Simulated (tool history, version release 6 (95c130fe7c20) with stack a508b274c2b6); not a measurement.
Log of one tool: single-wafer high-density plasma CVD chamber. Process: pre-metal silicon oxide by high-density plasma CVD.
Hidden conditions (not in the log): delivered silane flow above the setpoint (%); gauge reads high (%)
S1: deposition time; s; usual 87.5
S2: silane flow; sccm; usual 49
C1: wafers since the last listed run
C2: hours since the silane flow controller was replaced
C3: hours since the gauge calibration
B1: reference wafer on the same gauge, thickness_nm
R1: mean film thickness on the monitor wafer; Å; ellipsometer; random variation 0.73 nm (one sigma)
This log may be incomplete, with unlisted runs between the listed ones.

{"run": 1, "day": 0.0, "S1": 87.5, "S2": 49, "C1": 0, "C2": 2234.3, "C3": 496.7, "B1": 480.081, "R1": 4821.91}
{"run": 2, "day": 1.408, "S1": 87.5, "S2": 49, "C1": 528, "C2": 2268.1, "C3": 530.5, "B1": 479.939, "R1": 4827.16}
{"run": 3, "day": 4.325, "S1": 79.3, "S2": 49, "C1": 1094, "C2": 2338.1, "C3": 600.5, "B1": 479.905, "R1": 4376.86}
{"run": 4, "day": 5.675, "S1": 79.3, "S2": 49, "C1": 506, "C2": 2370.5, "C3": 632.9, "B1": 479.924, "R1": 4384.46}
{"run": 5, "day": 6.975, "S1": 87.5, "S2": 54, "C1": 487, "C2": 2401.7, "C3": 664.1, "B1": 479.997, "R1": 5076.41}
{"run": 6, "day": 9.825, "S1": 87.5, "S2": 54, "C1": 1069, "C2": 2470.1, "C3": 732.5, "B1": 479.963, "R1": 5105.31}
{"run": 7, "day": 10.896, "S1": 87.5, "S2": 54, "C1": 401, "C2": 2495.8, "C3": 758.2, "B1": 480.072, "R1": 5100.21}
{"run": 8, "day": 12.638, "S1": 87.5, "S2": 49, "C1": 653, "C2": 2537.6, "C3": 800, "B1": 480.045, "R1": 4862.15}
{"run": 9, "day": 14.312, "S1": 93.8, "S2": 40, "C1": 628, "C2": 2577.8, "C3": 840.2, "B1": 480.056, "R1": 4727.91}
{"day": 14.767, "done": "gauge calibrated"}
{"day": 14.821, "done": "silane flow controller replaced"}
{"run": 10, "day": 17.188, "S1": 70.3, "S2": 53, "C1": 953, "C2": 56.8, "C3": 58.1, "B1": 479.952, "R1": 3905}
{"run": 11, "day": 19.779, "S1": 80.9, "S2": 40, "C1": 972, "C2": 119, "C3": 120.3, "B1": 480.02, "R1": 3917.03}
{"run": 12, "day": 22.712, "S1": 78.9, "S2": 45, "C1": 1100, "C2": 189.4, "C3": 190.7, "B1": 479.962, "R1": 4035.4}
{"run": 13, "day": 23.729, "S1": 103.8, "S2": 52, "C1": 381, "C2": 213.8, "C3": 215.1, "B1": 480.045, "R1": 5705.37}
{"run": 14, "day": 25.221, "S1": 95.9, "S2": 42, "C1": 559, "C2": 249.6, "C3": 250.9, "B1": 480.001, "R1": 4742.55}
{"run": 15, "day": 27.35, "S1": 77.1, "S2": 40, "C1": 799, "C2": 300.7, "C3": 302, "B1": 479.949, "R1": 3734.51}

Forecast each of these 3 alternatives for the next run:
{"run": "A", "day": 27.367, "S1": 87.5, "S2": 49, "C1": 6, "C2": 301.1, "C3": 302.4, "B1": "?", "R1": "?"}
{"run": "B", "day": 27.367, "S1": 87.5, "S2": 46, "C1": 6, "C2": 301.1, "C3": 302.4, "B1": "?", "R1": "?"}
{"run": "C", "day": 27.367, "S1": 101.5, "S2": 44, "C1": 6, "C2": 301.1, "C3": 302.4, "B1": "?", "R1": "?"}

run=A B1=479.86 R1=4663.28
run=B B1=479.86 R1=4520.53
run=C B1=479.86 R1=5133.42
Without the tool's hidden state the same runs would have given:
run=A R1=4671.28
run=B R1=4528.28
run=C R1=5142.22
